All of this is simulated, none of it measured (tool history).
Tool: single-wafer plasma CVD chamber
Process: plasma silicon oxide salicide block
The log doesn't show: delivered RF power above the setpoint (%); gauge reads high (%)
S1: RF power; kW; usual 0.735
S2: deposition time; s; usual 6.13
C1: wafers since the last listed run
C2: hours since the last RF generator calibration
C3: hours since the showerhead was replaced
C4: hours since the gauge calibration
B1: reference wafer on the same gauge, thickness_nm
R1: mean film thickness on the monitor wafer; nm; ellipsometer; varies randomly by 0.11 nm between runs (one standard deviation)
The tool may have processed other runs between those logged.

| run | hour | S1 | S2 | C1 | C2 | C3 | C4 | B1 | R1 |
|---|---|---|---|---|---|---|---|---|---|
| 1 | 0 | 0.735 | 6.13 | 0 | 2054.8 | 8882.1 | 7.4 | 67.915 | 70.701 |
| 2 | 6.5 | 0.735 | 6.13 | 271 | 2061.3 | 8888.6 | 13.9 | 67.924 | 70.782 |
| 3 | 21.1 | 0.735 | 5.27 | 610 | 2075.9 | 8903.2 | 28.5 | 67.893 | 60.914 |
| 4 | 32.9 | 0.735 | 5.27 | 493 | 2087.7 | 8915 | 40.3 | 67.914 | 60.887 |
| 5 | 47.1 | 0.735 | 6.13 | 594 | 2101.9 | 8929.2 | 54.5 | 67.912 | 70.778 |
| 6 | 57.4 | 0.735 | 6.13 | 430 | 2112.2 | 8939.5 | 64.8 | 67.892 | 70.927 |
|  | 82.3 | showerhead replaced |
|  | 86.5 | RF generator calibrated |
| 7 | 87 | 0.735 | 6.13 | 729 | 0.5 | 4.7 | 94.4 | 67.883 | 70.73 |
| 8 | 88.6 | 0.735 | 6.13 | 66 | 2.1 | 6.3 | 96 | 67.899 | 70.781 |
| 9 | 98.1 | 0.735 | 6.13 | 397 | 11.6 | 15.8 | 105.5 | 67.904 | 70.83 |
| 10 | 112.4 | 0.84 | 5.52 | 598 | 25.9 | 30.1 | 119.8 | 67.898 | 66.839 |
| 11 | 120.7 | 0.735 | 6.13 | 347 | 34.2 | 38.4 | 128.1 | 67.898 | 70.924 |
| 12 | 147.8 | 0.835 | 6.6 | 1133 | 61.3 | 65.5 | 155.2 | 67.886 | 79.894 |
| 13 | 163.4 | 0.66 | 6.13 | 652 | 76.9 | 81.1 | 170.8 | 67.92 | 67.953 |
| 14 | 174 | 0.805 | 7.26 | 443 | 87.5 | 91.7 | 181.4 | 67.888 | 86.404 |
| 15 | 187.4 | 0.805 | 5.55 | 560 | 100.9 | 105.1 | 194.8 | 67.902 | 66.365 |
|  | 192.4 | gauge calibrated |
| 16 | 201.2 | 0.735 | 5.35 | 577 | 114.7 | 118.9 | 8.8 | 67.911 | 61.713 |
| 17 | 242.6 | 0.735 | 5.8 | 1732 | 156.1 | 160.3 | 50.2 | 67.887 | 67.052 |

Here are 5 independent what-if runs from the current tool condition. What would each one return?
| A | 243 | 0.735 | 7.2 | 16 | 156.5 | 160.7 | 50.6 | ? | ? |
| B | 243 | 0.68 | 6.13 | 16 | 156.5 | 160.7 | 50.6 | ? | ? |
| C | 243 | 0.85 | 6.13 | 16 | 156.5 | 160.7 | 50.6 | ? | ? |
| D | 243 | 0.735 | 6.8 | 16 | 156.5 | 160.7 | 50.6 | ? | ? |
| E | 243 | 0.735 | 5.78 | 16 | 156.5 | 160.7 | 50.6 | ? | ? |

| run | B1 | R1 |
|---|---|---|
| A | 67.902 | 83.18 |
| B | 67.902 | 68.824 |
| C | 67.902 | 74.611 |
| D | 67.902 | 78.559 |
| E | 67.902 | 66.775 |
Without the tool's hidden state the same runs would have given:
| run | R1 |
|---|---|
| A | 83.18 |
| B | 68.824 |
| C | 74.611 |
| D | 78.559 |
| E | 66.775 |

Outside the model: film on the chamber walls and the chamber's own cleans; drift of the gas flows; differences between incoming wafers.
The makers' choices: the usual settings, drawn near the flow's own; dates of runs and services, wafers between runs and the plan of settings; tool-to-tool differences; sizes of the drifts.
